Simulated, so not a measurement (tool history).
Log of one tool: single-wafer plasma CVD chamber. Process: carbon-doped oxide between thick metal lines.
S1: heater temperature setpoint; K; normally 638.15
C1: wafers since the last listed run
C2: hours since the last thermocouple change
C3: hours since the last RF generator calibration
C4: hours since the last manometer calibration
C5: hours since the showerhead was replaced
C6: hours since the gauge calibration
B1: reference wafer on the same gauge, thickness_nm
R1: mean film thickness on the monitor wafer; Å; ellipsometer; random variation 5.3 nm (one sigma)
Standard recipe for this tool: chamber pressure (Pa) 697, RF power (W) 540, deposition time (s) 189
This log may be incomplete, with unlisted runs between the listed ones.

Run 1, hour 0.0: usual settings; C1 0; C2 1827.6; C3 2080.0; C4 2028.3; C5 3874.8; C6 272.6; B1 1024.567. Result: R1 8420.67 Å.
Run 2, hour 33.3: usual settings; C1 205; C2 1860.9; C3 2113.3; C4 2061.6; C5 3908.1; C6 305.9; B1 1024.088. Result: R1 8402.39 Å.
Run 3, hour 54.2: usual settings; C1 129; C2 1881.8; C3 2134.2; C4 2082.5; C5 3929.0; C6 326.8; B1 1024.486. Result: R1 8300.32 Å.
Run 4, hour 66.6: usual settings; C1 76; C2 1894.2; C3 2146.6; C4 2094.9; C5 3941.4; C6 339.2; B1 1025.854. Result: R1 8385.16 Å.
Run 5, hour 100.2: usual settings; C1 207; C2 1927.8; C3 2180.2; C4 2128.5; C5 3975.0; C6 372.8; B1 1024.544. Result: R1 8381.78 Å.
Run 6, hour 123.2: usual settings; C1 142; C2 1950.8; C3 2203.2; C4 2151.5; C5 3998.0; C6 395.8; B1 1025.696. Result: R1 8293.98 Å.
Run 7, hour 145.7: usual settings; C1 138; C2 1973.3; C3 2225.7; C4 2174.0; C5 4020.5; C6 418.3; B1 1025.834. Result: R1 8403.08 Å.
Run 8, hour 179.1: usual settings but S1 648.15 K, chamber pressure (Pa) 548; C1 206; C2 2006.7; C3 2259.1; C4 2207.4; C5 4053.9; C6 451.7; B1 1026.265. Result: R1 8030.89 Å.
At hour 192.1: gauge calibrated.
At hour 204.0: RF generator calibrated.
Run 9, hour 204.5: usual settings; C1 107; C2 2032.1; C3 0.5; C4 2232.8; C5 4079.3; C6 12.4; B1 1026.131. Result: R1 9068.15 Å.
At hour 220.5: capacitance manometer re-zeroed and calibrated.
Run 10, hour 221.6: usual settings but chamber pressure (Pa) 612, deposition time (s) 214; C1 56; C2 2049.2; C3 17.6; C4 1.1; C5 4096.4; C6 29.5; B1 1023.328. Result: R1 10075.34 Å.
Run 11, hour 251.0: usual settings but S1 630.15 K; C1 181; C2 2078.6; C3 47.0; C4 30.5; C5 4125.8; C6 58.9; B1 1024.109. Result: R1 9092.26 Å.
At hour 264.2: thermocouple changed; heater temperature recalibrated.
Run 12, hour 275.6: usual settings but RF power (W) 600, deposition time (s) 160; C1 102; C2 11.4; C3 71.6; C4 55.1; C5 4150.4; C6 83.5; B1 1025.916. Result: R1 8367.77 Å.
Run 13, hour 290.5: usual settings but RF power (W) 440, deposition time (s) 207; C1 91; C2 26.3; C3 86.5; C4 70.0; C5 4165.3; C6 98.4; B1 1025.833. Result: R1 7686.84 Å.
Run 14, hour 304.4: usual settings but S1 646.15 K, chamber pressure (Pa) 544, RF power (W) 485, deposition time (s) 169; C1 85; C2 40.2; C3 100.4; C4 83.9; C5 4179.2; C6 112.3; B1 1026.341. Result: R1 6700.88 Å.
Run 15, hour 328.4: usual settings but chamber pressure (Pa) 560; C1 148; C2 64.2; C3 124.4; C4 107.9; C5 4203.2; C6 136.3; B1 1025.286. Result: R1 8627.70 Å.
Run 16, hour 360.8: usual settings but S1 633.15 K; C1 200; C2 96.6; C3 156.8; C4 140.3; C5 4235.6; C6 168.7; B1 1022.917. Result: R1 9010.81 Å.
Run 17, hour 392.4: usual settings; C1 195; C2 128.2; C3 188.4; C4 171.9; C5 4267.2; C6 200.3; B1 1025.904. Result: R1 8840.57 Å.

Expected results for the next run?
At hour 413.3: showerhead replaced.
Run 18, hour 413.8: usual settings; C1 82; C2 149.6; C3 209.8; C4 193.3; C5 0.5; C6 221.7; B1 ?. Result: R1 ?.

{"run 18": {"B1": 1025.539, "R1": 8779.24}}
The same run, on a tool lacking any hidden state, would have yielded R1 9125.52 Å.
